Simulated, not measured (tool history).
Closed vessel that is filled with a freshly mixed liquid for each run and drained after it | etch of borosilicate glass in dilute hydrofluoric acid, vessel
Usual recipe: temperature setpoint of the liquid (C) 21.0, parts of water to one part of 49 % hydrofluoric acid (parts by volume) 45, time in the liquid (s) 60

run	day	temperature setpoint of the liquid (C)	parts of water to one part of 49 % hydrofluoric acid (parts by volume)	time in the liquid (s)	read-back film thickness of the borosilicate glass reference wafer, read on the same gauge (nm)	thickness taken off the borosilicate glass on a monitor wafer (angstrom)
1	0.000	22.5	45	60	90.04	626.1
2	0.262	21.0	40	75	90.00	819.6
3	0.933	23.0	45	60	90.01	635.9
4	1.325	23.0	45	60	90.02	637.6
5	1.662	23.0	45	60	89.98	630.8
6	2.367	24.0	45	60	90.00	655.4
7	2.788	24.0	45	60	89.98	668.9
8	3.438	24.0	45	60	90.03	644.8
9	4.117	21.0	55	70	89.96	549.5
10	4.392	21.0	55	70	90.01	548.7
11	4.725	21.0	55	70	89.99	543.7
12	5.238	21.0	45	60	89.96	578.7
# day 5.567: hydrofluoric acid flow meter replaced
13	5.908	21.0	45	60	90.04	574.2
14	6.583	21.0	45	60	89.97	579.8
15	6.838	21.0	45	60	89.99	586.0
# day 7.033: gauge calibrated
16	7.346	21.0	45	60	90.05	581.7
17	7.733	17.0	25	60	90.04	901.7
18	8.183	21.0	45	60	89.98	582.4
# day 9.588: thermometer replaced
19	9.888	18.0	55	45	89.99	306.7
20	10.467	21.0	45	60	89.99	572.1
21	10.738	21.0	35	75	90.04	946.5
22	11.467	19.0	40	70	90.01	705.1
23	11.775	21.0	45	30	90.00	288.0
24	12.454	21.0	40	60	89.95	660.2
25	12.800	17.0	45	60	90.02	491.9
26	13.217	21.0	45	60	90.00	580.3
27	13.538	17.5	40	30	89.97	279.5
28	14.046	21.0	35	35	90.01	444.8
29	14.783	21.0	45	60	90.01	579.9
30	15.204	22.5	35	90	89.99	1226.2

Branching from run 30: 5 alternative next runs. What would each branch give?
A	15.233	21.0	30	60	?	?
B	15.233	18.5	45	60	?	?
C	15.233	21.0	45	50	?	?
D	15.233	24.0	50	85	?	?
E	15.233	17.0	45	80	?	?

run	read-back film thickness of the borosilicate glass reference wafer, read on the same gauge (nm)	thickness taken off the borosilicate glass on a monitor wafer (angstrom)
A	89.99	887.9
B	89.99	522.2
C	89.99	484.2
D	89.99	834.2
E	89.99	652.4
Take away the tool's hidden state, keep each run's random variation, and the runs would have read:
run	thickness taken off the borosilicate glass on a monitor wafer (angstrom)
A	887.9
B	522.2
C	484.2
D	834.2
E	652.4
